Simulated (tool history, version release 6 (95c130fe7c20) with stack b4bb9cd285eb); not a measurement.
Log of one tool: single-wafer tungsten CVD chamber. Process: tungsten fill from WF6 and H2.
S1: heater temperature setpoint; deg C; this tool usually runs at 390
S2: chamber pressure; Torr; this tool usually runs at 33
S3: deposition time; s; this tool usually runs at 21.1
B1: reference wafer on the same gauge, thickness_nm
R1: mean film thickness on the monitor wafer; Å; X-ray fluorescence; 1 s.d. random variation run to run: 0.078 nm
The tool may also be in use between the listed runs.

Run 1, hour 0: usual settings; B1 60.293. Result: R1 525.46 Å.
Run 2, hour 12.5: usual settings; B1 60.283. Result: R1 524.96 Å.
Run 3, hour 18.9: usual settings; B1 60.306. Result: R1 524.76 Å.
Run 4, hour 29.9: usual settings; B1 60.298. Result: R1 524.99 Å.
Run 5, hour 36.8: usual settings; B1 60.292. Result: R1 525.78 Å.
Run 6, hour 48: usual settings but S3 19.8 s; B1 60.328. Result: R1 494.1 Å.
Run 7, hour 64.8: usual settings but S3 19.8 s; B1 60.31. Result: R1 493.38 Å.
Run 8, hour 82.6: usual settings but S3 19.8 s; B1 60.289. Result: R1 493.66 Å.
At hour 93.5: capacitance manometer re-zeroed and calibrated.
Run 9, hour 100: usual settings; B1 60.281. Result: R1 505.78 Å.
Run 10, hour 116.3: usual settings; B1 60.283. Result: R1 503.78 Å.
Run 11, hour 128.4: usual settings; B1 60.311. Result: R1 506.19 Å.
Run 12, hour 139.3: usual settings but S1 397 deg C; B1 60.307. Result: R1 577.57 Å.
Run 13, hour 147.9: usual settings but S1 397 deg C; B1 60.303. Result: R1 577.17 Å.
Run 14, hour 163: usual settings; B1 60.339. Result: R1 506.16 Å.
Run 15, hour 180.7: usual settings but S1 394 deg C, S2 36.1 Torr, S3 19.8 s; B1 60.296. Result: R1 530.35 Å.
Run 16, hour 197.6: usual settings but S1 384 deg C, S2 38.1 Torr; B1 60.33. Result: R1 473.29 Å.
Run 17, hour 205.9: usual settings but S1 403 deg C, S2 37.1 Torr; B1 60.3. Result: R1 673.46 Å.
Run 18, hour 219.3: usual settings but S1 399 deg C, S3 22.5 s; B1 60.307. Result: R1 640.52 Å.
Run 19, hour 236.9: usual settings but S2 39.4 Torr, S3 19.8 s; B1 60.277. Result: R1 505.35 Å.
Run 20, hour 260.6: usual settings but S2 27 Torr; B1 60.265. Result: R1 470.9 Å.
Run 21, hour 277.8: usual settings; B1 60.291. Result: R1 506.96 Å.
At hour 290.1: showerhead replaced.
Run 22, hour 293.4: usual settings; B1 60.306. Result: R1 506.16 Å.

Estimate the outcome of run 23 from the log above:
At hour 309.5: gauge calibrated.
At hour 312.5: thermocouple changed; heater temperature recalibrated.
Run 23, hour 313: usual settings but S1 376 deg C, S2 37.1 Torr, S3 19.1 s; B1 ?. Result: R1 ?.

Run 23 produced B1 60.284, R1 370.84 Å.
If the tool had no hidden condition, the same run with the same run-to-run variation would have returned R1 369.79 Å.
